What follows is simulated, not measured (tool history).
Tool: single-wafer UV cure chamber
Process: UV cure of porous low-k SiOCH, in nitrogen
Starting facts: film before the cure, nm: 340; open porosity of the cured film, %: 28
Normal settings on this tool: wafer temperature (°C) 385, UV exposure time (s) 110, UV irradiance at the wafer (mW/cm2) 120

run	hour	wafer temperature (°C)	UV exposure time (s)	UV irradiance at the wafer (mW/cm2)	loss of film thickness in the cure (%)
1	0	385	110	120	8.531
2	30.3	385	110	120	8.51
3	56.3	385	110	130	8.808
4	70.7	385	110	130	8.823
5	108.1	385	110	130	8.71
# hour 139: UV bulbs replaced
6	143.8	385	110	120	10.303
7	156.1	385	110	120	10.075
8	173.4	385	110	120	10.09
9	203.4	385	110	120	9.79
10	215.8	385	165	142	12.742
11	249.4	373	55	120	6.294
12	271.9	385	110	120	9.499

Run 13 comes next. What will it give?
13	287.5	397	160	133	?

For run 13 the tool returned loss of film thickness in the cure (%) 12.101.
The same run, on a tool lacking any hidden state, would have yielded loss of film thickness in the cure (%) 13.591.
